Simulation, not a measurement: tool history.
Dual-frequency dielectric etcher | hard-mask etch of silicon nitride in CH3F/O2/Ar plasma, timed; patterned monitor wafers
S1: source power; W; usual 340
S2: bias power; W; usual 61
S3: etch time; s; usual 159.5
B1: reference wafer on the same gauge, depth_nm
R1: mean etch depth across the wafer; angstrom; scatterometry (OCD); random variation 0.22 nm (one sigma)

{"run": 1, "hour": 0.0, "S1": 340, "S2": 61, "S3": 159.5, "B1": 96.3, "R1": 958}
{"run": 2, "hour": 44.5, "S1": 340, "S2": 61, "S3": 159.5, "B1": 96.2, "R1": 960}
{"hour": 115.4, "done": "gauge calibrated"}
{"run": 3, "hour": 122.2, "S1": 340, "S2": 61, "S3": 159.5, "B1": 96.3, "R1": 963}
{"run": 4, "hour": 192.1, "S1": 340, "S2": 61, "S3": 159.5, "B1": 96.2, "R1": 957}
{"run": 5, "hour": 229.5, "S1": 340, "S2": 61, "S3": 159.5, "B1": 96.1, "R1": 960}
{"run": 6, "hour": 314.5, "S1": 340, "S2": 61, "S3": 159.5, "B1": 96.1, "R1": 965}
{"run": 7, "hour": 364.5, "S1": 410, "S2": 48, "S3": 159.5, "B1": 96.2, "R1": 956}
{"run": 8, "hour": 414.7, "S1": 270, "S2": 66, "S3": 129.5, "B1": 96.1, "R1": 747}
{"run": 9, "hour": 510.4, "S1": 340, "S2": 61, "S3": 159.5, "B1": 96.2, "R1": 966}
{"hour": 613.0, "done": "wet clean of the chamber"}
{"run": 10, "hour": 613.5, "S1": 340, "S2": 72, "S3": 175, "B1": 96.2, "R1": 1112}
{"run": 11, "hour": 643.5, "S1": 310, "S2": 61, "S3": 146, "B1": 96.2, "R1": 856}
{"run": 12, "hour": 685.3, "S1": 380, "S2": 48, "S3": 184, "B1": 96.2, "R1": 1082}
{"run": 13, "hour": 771.2, "S1": 340, "S2": 70, "S3": 159.5, "B1": 96.3, "R1": 1004}
{"run": 14, "hour": 871.5, "S1": 340, "S2": 61, "S3": 159.5, "B1": 96.1, "R1": 969}
{"run": 15, "hour": 917.3, "S1": 320, "S2": 48, "S3": 159.5, "B1": 96.2, "R1": 888}
{"run": 16, "hour": 973.5, "S1": 280, "S2": 54, "S3": 159.5, "B1": 96.2, "R1": 877}
{"run": 17, "hour": 1021.9, "S1": 340, "S2": 61, "S3": 142, "B1": 96.2, "R1": 860}
{"run": 18, "hour": 1125.1, "S1": 340, "S2": 61, "S3": 142, "B1": 96.3, "R1": 863}
{"run": 19, "hour": 1220.2, "S1": 340, "S2": 71, "S3": 159.5, "B1": 96.2, "R1": 1014}
{"hour": 1270.9, "done": "wet clean of the chamber"}
{"run": 20, "hour": 1315.8, "S1": 260, "S2": 70, "S3": 146.5, "B1": 96.2, "R1": 856}
{"run": 21, "hour": 1415.7, "S1": 340, "S2": 71, "S3": 159.5, "B1": 96.2, "R1": 1012}
{"run": 22, "hour": 1504.0, "S1": 280, "S2": 72, "S3": 159.5, "B1": 96.3, "R1": 960}
{"run": 23, "hour": 1560.6, "S1": 280, "S2": 75, "S3": 119, "B1": 96.3, "R1": 724}
{"run": 24, "hour": 1655.6, "S1": 340, "S2": 61, "S3": 159.5, "B1": 96.2, "R1": 964}
{"run": 25, "hour": 1697.7, "S1": 340, "S2": 61, "S3": 131.5, "B1": 96.2, "R1": 799}
{"run": 26, "hour": 1743.6, "S1": 410, "S2": 70, "S3": 196.5, "B1": 96.2, "R1": 1318}
{"run": 27, "hour": 1851.6, "S1": 280, "S2": 54, "S3": 159.5, "B1": 96.1, "R1": 876}
{"hour": 1916.1, "done": "wet clean of the chamber"}
{"run": 28, "hour": 1921.5, "S1": 390, "S2": 49, "S3": 193.5, "B1": 96.3, "R1": 1155}
{"run": 29, "hour": 1963.1, "S1": 420, "S2": 71, "S3": 117.5, "B1": 96.3, "R1": 796}

5 ways to go on from here, each from the tool as it stands after run 29. What would each give?
{"run": "A", "hour": 1963.6, "S1": 340, "S2": 61, "S3": 159.5, "B1": "?", "R1": "?"}
{"run": "B", "hour": 1963.6, "S1": 320, "S2": 61, "S3": 159.5, "B1": "?", "R1": "?"}
{"run": "C", "hour": 1963.6, "S1": 400, "S2": 48, "S3": 159.5, "B1": "?", "R1": "?"}
{"run": "D", "hour": 1963.6, "S1": 310, "S2": 61, "S3": 159.5, "B1": "?", "R1": "?"}
{"run": "E", "hour": 1963.6, "S1": 410, "S2": 54, "S3": 143.5, "B1": "?", "R1": "?"}

run=A B1=96.2 R1=969
run=B B1=96.2 R1=951
run=C B1=96.2 R1=954
run=D B1=96.2 R1=941
run=E B1=96.2 R1=894
Without the tool's hidden state the same runs would have given:
run=A R1=959
run=B R1=941
run=C R1=944
run=D R1=932
run=E R1=885
